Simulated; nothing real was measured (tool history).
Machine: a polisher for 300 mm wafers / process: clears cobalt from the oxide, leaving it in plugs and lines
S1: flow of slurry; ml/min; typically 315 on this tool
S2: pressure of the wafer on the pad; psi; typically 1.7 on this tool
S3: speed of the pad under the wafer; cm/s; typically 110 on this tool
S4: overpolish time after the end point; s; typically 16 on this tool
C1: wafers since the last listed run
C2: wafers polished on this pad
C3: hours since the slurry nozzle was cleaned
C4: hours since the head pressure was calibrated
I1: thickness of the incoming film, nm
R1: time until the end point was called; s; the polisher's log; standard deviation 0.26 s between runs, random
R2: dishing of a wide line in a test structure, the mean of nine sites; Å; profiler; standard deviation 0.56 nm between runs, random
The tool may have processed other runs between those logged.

run 1 hour=0 | S1=255 S2=1.7 S3=110 S4=16 | C1=0 C2=976 C3=464.5 C4=557.6 | I1=178.8 | R1=32 R2=466
run 2 hour=12.5 | S1=255 S2=1.7 S3=110 S4=16 | C1=104 C2=1080 C3=477 C4=570.1 | I1=180.4 | R1=33.8 R2=452
-- hour=41.5 worn pad replaced by a new one
run 3 hour=42.6 | S1=315 S2=1.9 S3=110 S4=16 | C1=217 C2=9 C3=507.1 C4=600.2 | I1=176.6 | R1=26.5 R2=499
run 4 hour=78.1 | S1=340 S2=1.7 S3=110 S4=16 | C1=295 C2=304 C3=542.6 C4=635.7 | I1=178.5 | R1=30.6 R2=480
run 5 hour=92.3 | S1=340 S2=1.7 S3=110 S4=16 | C1=118 C2=422 C3=556.8 C4=649.9 | I1=176.8 | R1=29.9 R2=480
run 6 hour=110 | S1=315 S2=1.7 S3=110 S4=16 | C1=147 C2=570 C3=574.5 C4=667.6 | I1=179.1 | R1=30.9 R2=472
run 7 hour=134 | S1=315 S2=2 S3=110 S4=16 | C1=199 C2=770 C3=598.5 C4=691.6 | I1=181 | R1=27.2 R2=495
run 8 hour=147.6 | S1=315 S2=2 S3=110 S4=16 | C1=113 C2=883 C3=612.1 C4=705.2 | I1=181.6 | R1=27.4 R2=488
run 9 hour=177 | S1=315 S2=2 S3=110 S4=16 | C1=244 C2=1127 C3=641.5 C4=734.6 | I1=181.8 | R1=27.7 R2=493
-- hour=197.7 worn pad replaced by a new one
run 10 hour=207 | S1=315 S2=1.7 S3=110 S4=13 | C1=216 C2=77 C3=671.5 C4=764.6 | I1=176.8 | R1=29.8 R2=428
run 11 hour=237.7 | S1=315 S2=1.7 S3=110 S4=16 | C1=255 C2=332 C3=702.2 C4=795.3 | I1=177.3 | R1=29.2 R2=487
-- hour=242.8 slurry nozzle cleaned
run 12 hour=264.5 | S1=315 S2=2.3 S3=110 S4=16 | C1=214 C2=547 C3=21.7 C4=822.1 | I1=180.1 | R1=22.6 R2=531
-- hour=279 head pressure recalibrated
run 13 hour=282.2 | S1=315 S2=1.2 S3=110 S4=16 | C1=130 C2=678 C3=39.4 C4=3.2 | I1=180.3 | R1=43.9 R2=395
run 14 hour=305.2 | S1=315 S2=1.7 S3=110 S4=16 | C1=191 C2=869 C3=62.4 C4=26.2 | I1=182.5 | R1=31.4 R2=472
run 15 hour=322.5 | S1=230 S2=1.7 S3=122 S4=16 | C1=143 C2=1013 C3=79.7 C4=43.5 | I1=181.4 | R1=29.8 R2=484
run 16 hour=343.3 | S1=315 S2=1.7 S3=110 S4=23 | C1=173 C2=1186 C3=100.5 C4=64.3 | I1=180.4 | R1=33.2 R2=534
-- hour=362.8 worn pad replaced by a new one
run 17 hour=367.1 | S1=315 S2=1.2 S3=100 S4=16 | C1=164 C2=35 C3=124.3 C4=88.1 | I1=180.7 | R1=47.6 R2=377
run 18 hour=402.2 | S1=415 S2=1.4 S3=130 S4=9 | C1=292 C2=327 C3=159.4 C4=123.2 | I1=179.3 | R1=30.8 R2=348
run 19 hour=432.4 | S1=315 S2=1.7 S3=110 S4=16 | C1=251 C2=578 C3=189.6 C4=153.4 | I1=179.1 | R1=30.5 R2=472
run 20 hour=452.4 | S1=315 S2=1.7 S3=110 S4=16 | C1=166 C2=745 C3=209.6 C4=173.4 | I1=181.8 | R1=31.4 R2=477
run 21 hour=478.2 | S1=315 S2=2.2 S3=74 S4=16 | C1=214 C2=960 C3=235.4 C4=199.2 | I1=180.4 | R1=36 R2=437

Forecast each of these 5 alternatives for the next run:
run A hour=478.6 | S1=315 S2=1.7 S3=110 S4=16 | C1=3 C2=963 C3=235.8 C4=199.6 | I1=182.8 | R1=? R2=?
run B hour=478.6 | S1=315 S2=1.7 S3=110 S4=19 | C1=3 C2=963 C3=235.8 C4=199.6 | I1=182.8 | R1=? R2=?
run C hour=478.6 | S1=315 S2=1.9 S3=134 S4=20 | C1=3 C2=963 C3=235.8 C4=199.6 | I1=182.8 | R1=? R2=?
run D hour=478.6 | S1=315 S2=1.7 S3=148 S4=16 | C1=3 C2=963 C3=235.8 C4=199.6 | I1=182.8 | R1=? R2=?
run E hour=478.6 | S1=245 S2=1.7 S3=110 S4=19 | C1=3 C2=963 C3=235.8 C4=199.6 | I1=182.8 | R1=? R2=?

run=A R1=32 R2=465
run=B R1=32 R2=500
run=C R1=23.5 R2=555
run=D R1=23.8 R2=520
run=E R1=32.9 R2=494
Without the tool's hidden state the same runs would have given:
run=A R1=30.3 R2=477
run=B R1=30.3 R2=510
run=C R1=22.3 R2=562
run=D R1=22.5 R2=529
run=E R1=31.2 R2=505
